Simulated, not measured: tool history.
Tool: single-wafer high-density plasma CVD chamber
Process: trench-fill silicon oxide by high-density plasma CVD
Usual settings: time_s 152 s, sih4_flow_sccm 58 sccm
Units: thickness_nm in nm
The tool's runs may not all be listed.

run	hour	time_s	sih4_flow_sccm	wafers since the last listed run	hours since the silane flow controller was replaced	hours since the gauge calibration	read-back reference wafer on the same gauge, thickness_nm	thickness_nm
1	0	132	58	0	4254.4	262.2	881.974	828.685
2	35	132	58	404	4289.4	297.2	881.871	828.452
3	63.8	132	58	332	4318.2	326	882.032	828.59
4	83.9	152	58	232	4338.3	346.1	882.232	953.685
5	109.6	152	58	296	4364	371.8	881.919	954.705
6	129.6	172	67	230	4384	391.8	881.821	1198.594
7	142.6	172	67	150	4397	404.8	882.166	1199.983
8	162.4	172	67	228	4416.8	424.6	881.935	1199.798
9	179.5	159	54	197	4433.9	441.7	881.984	943.764
10	209.3	152	60	344	4463.7	471.5	882.237	977.052
# hour 242.6: silane flow controller replaced
11	243	152	66	296	0.4	505.2	882.047	1088.99
12	265	181	54	254	22.4	527.2	882.023	1113.404
13	288	168	58	265	45.4	550.2	881.751	1092.365
14	301.9	174	48	160	59.3	564.1	881.929	987.323
# hour 304.9: gauge calibrated
15	328.5	152	58	307	85.9	23.6	881.717	990.811
16	356.5	152	68	323	113.9	51.6	882.211	1112.714
17	371.8	161	63	176	129.2	66.9	882.264	1111.301
18	388.7	152	58	195	146.1	83.8	882.044	985.571
19	469.8	138	63	936	227.2	164.9	882.161	952.865
20	492.2	166	51	258	249.6	187.3	882.103	981.24
21	519.3	152	58	312	276.7	214.4	881.605	984.701
22	549.1	135	67	344	306.5	244.2	881.731	974.539

3 ways to go on from here, each from the tool as it stands after run 22. What would each give?
A	549.5	180	58	4	306.9	244.6	?	?
B	549.5	138	61	4	306.9	244.6	?	?
C	549.5	152	51	4	306.9	244.6	?	?

run	read-back reference wafer on the same gauge, thickness_nm	thickness_nm
A	882.143	1164.997
B	882.143	927.289
C	882.143	896.073
Without the tool's hidden state the same runs would have given:
run	thickness_nm
A	1171.748
B	932.663
C	901.266
